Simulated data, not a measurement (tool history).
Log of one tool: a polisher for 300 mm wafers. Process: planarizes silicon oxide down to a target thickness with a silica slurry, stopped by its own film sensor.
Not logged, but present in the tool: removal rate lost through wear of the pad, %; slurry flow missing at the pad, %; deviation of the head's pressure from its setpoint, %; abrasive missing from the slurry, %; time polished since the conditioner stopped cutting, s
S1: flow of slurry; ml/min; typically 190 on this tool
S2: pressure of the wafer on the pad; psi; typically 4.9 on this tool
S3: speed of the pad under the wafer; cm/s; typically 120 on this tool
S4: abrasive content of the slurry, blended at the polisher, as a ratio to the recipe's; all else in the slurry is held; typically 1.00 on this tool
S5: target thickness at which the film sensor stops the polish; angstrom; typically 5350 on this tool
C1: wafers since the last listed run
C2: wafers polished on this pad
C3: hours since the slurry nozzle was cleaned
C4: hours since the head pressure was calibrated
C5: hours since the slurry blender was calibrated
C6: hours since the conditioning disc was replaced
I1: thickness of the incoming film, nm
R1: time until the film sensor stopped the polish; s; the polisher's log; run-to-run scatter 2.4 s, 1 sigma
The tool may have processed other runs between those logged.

| run | hour | S1 | S2 | S3 | S4 | S5 | C1 | C2 | C3 | C4 | C5 | C6 | I1 | R1 |
|---|---|---|---|---|---|---|---|---|---|---|---|---|---|---|
| 1 | 0.0 | 220 | 4.9 | 120 | 1.25 | 5350 | 0 | 1311 | 497.6 | 947.6 | 191.5 | 222.3 | 991.6 | 139.2 |
| 2 | 8.9 | 220 | 4.9 | 120 | 1.25 | 5350 | 53 | 1365 | 506.5 | 956.5 | 200.4 | 231.2 | 1011.1 | 140.8 |
| 3 | 17.7 | 190 | 4.9 | 120 | 1.00 | 5350 | 52 | 1418 | 515.3 | 965.3 | 209.2 | 240.0 | 978.0 | 149.3 |
|  | 24.7 | worn pad replaced by a new one |
| 4 | 30.2 | 190 | 4.9 | 120 | 1.00 | 5350 | 51 | 32 | 527.8 | 977.8 | 221.7 | 252.5 | 1005.9 | 159.3 |
| 5 | 40.4 | 190 | 4.9 | 120 | 1.00 | 5350 | 61 | 94 | 538.0 | 988.0 | 231.9 | 262.7 | 994.1 | 158.1 |
| 6 | 55.8 | 190 | 4.9 | 120 | 1.00 | 5020 | 92 | 186 | 553.4 | 1003.4 | 247.3 | 278.1 | 1005.8 | 175.8 |
| 7 | 68.0 | 190 | 4.9 | 120 | 1.00 | 5020 | 73 | 259 | 565.6 | 1015.6 | 259.5 | 290.3 | 995.0 | 166.2 |
| 8 | 76.9 | 190 | 4.9 | 120 | 1.00 | 5020 | 53 | 313 | 574.5 | 1024.5 | 268.4 | 299.2 | 993.3 | 165.3 |
| 9 | 85.8 | 190 | 4.9 | 120 | 1.00 | 5350 | 53 | 366 | 583.4 | 1033.4 | 277.3 | 308.1 | 972.7 | 156.9 |
| 10 | 97.5 | 145 | 4.0 | 120 | 0.80 | 5350 | 70 | 437 | 595.1 | 1045.1 | 289.0 | 319.8 | 993.7 | 233.5 |
| 11 | 108.2 | 220 | 4.9 | 120 | 1.25 | 5350 | 64 | 501 | 605.8 | 1055.8 | 299.7 | 330.5 | 974.6 | 130.6 |
|  | 122.6 | slurry nozzle cleaned |
| 12 | 123.1 | 190 | 4.9 | 142 | 1.10 | 5350 | 83 | 585 | 0.5 | 1070.7 | 314.6 | 345.4 | 987.5 | 119.9 |
|  | 130.0 | head pressure recalibrated |
| 13 | 130.6 | 190 | 4.9 | 120 | 1.00 | 5350 | 33 | 618 | 8.0 | 0.6 | 322.1 | 352.9 | 1001.4 | 142.5 |
| 14 | 138.4 | 190 | 4.9 | 154 | 1.00 | 5350 | 46 | 664 | 15.8 | 8.4 | 329.9 | 360.7 | 980.8 | 121.1 |
| 15 | 150.4 | 190 | 4.9 | 120 | 1.00 | 5350 | 72 | 737 | 27.8 | 20.4 | 341.9 | 372.7 | 980.4 | 139.8 |
|  | 159.1 | conditioning disc replaced and pad reconditioned |
| 16 | 164.3 | 150 | 6.6 | 88 | 1.00 | 6320 | 71 | 808 | 41.7 | 34.3 | 355.8 | 5.2 | 983.7 | 99.7 |
| 17 | 175.8 | 190 | 4.9 | 84 | 1.00 | 5350 | 69 | 877 | 53.2 | 45.8 | 367.3 | 16.7 | 985.7 | 163.1 |
| 18 | 190.3 | 190 | 5.8 | 120 | 1.00 | 5350 | 87 | 964 | 67.7 | 60.3 | 381.8 | 31.2 | 984.2 | 120.1 |
| 19 | 208.0 | 190 | 4.9 | 82 | 0.90 | 4350 | 106 | 1071 | 85.4 | 78.0 | 399.5 | 48.9 | 989.7 | 225.0 |
|  | 210.6 | slurry blender recalibrated |
| 20 | 224.5 | 190 | 4.9 | 120 | 1.00 | 5350 | 87 | 1158 | 101.9 | 94.5 | 13.9 | 65.4 | 1007.0 | 152.6 |
| 21 | 241.0 | 190 | 4.9 | 136 | 0.85 | 5350 | 99 | 1257 | 118.4 | 111.0 | 30.4 | 81.9 | 977.0 | 140.6 |
|  | 248.7 | worn pad replaced by a new one |
| 22 | 255.8 | 235 | 4.9 | 120 | 1.00 | 4360 | 64 | 42 | 133.2 | 125.8 | 45.2 | 96.7 | 992.8 | 167.8 |
| 23 | 269.8 | 190 | 4.9 | 120 | 1.00 | 4670 | 84 | 126 | 147.2 | 139.8 | 59.2 | 110.7 | 993.0 | 168.1 |
| 24 | 276.7 | 190 | 4.9 | 132 | 1.00 | 5350 | 41 | 168 | 154.1 | 146.7 | 66.1 | 117.6 | 990.7 | 134.4 |
| 25 | 322.8 | 225 | 5.7 | 120 | 1.00 | 5350 | 277 | 445 | 200.2 | 192.8 | 112.2 | 163.7 | 1003.4 | 127.7 |

Pick out some run-to-run changes in R1. Of each, how much would a tool without hidden state show as well, from the settings, what came in and chance, and how much is left for the hidden state and any gauge scatter not in both results compared?
Run 9 -> 10: S1 190 -> 145, S2 4.9 -> 4.0, S4 1.00 -> 0.80. R1 +76.6 s: hidden state +16.6, all else +60.0.
Run 10 -> 11: S1 145 -> 220, S2 4.0 -> 4.9, S4 0.80 -> 1.25. R1 -102.9 s: hidden state -21.6, all else -81.3.
Run 18 -> 19: S2 5.8 -> 4.9, S3 120 -> 82, S4 1.00 -> 0.90, S5 5350 -> 4350. R1 +104.9 s: hidden state +4.0, all else +100.9.
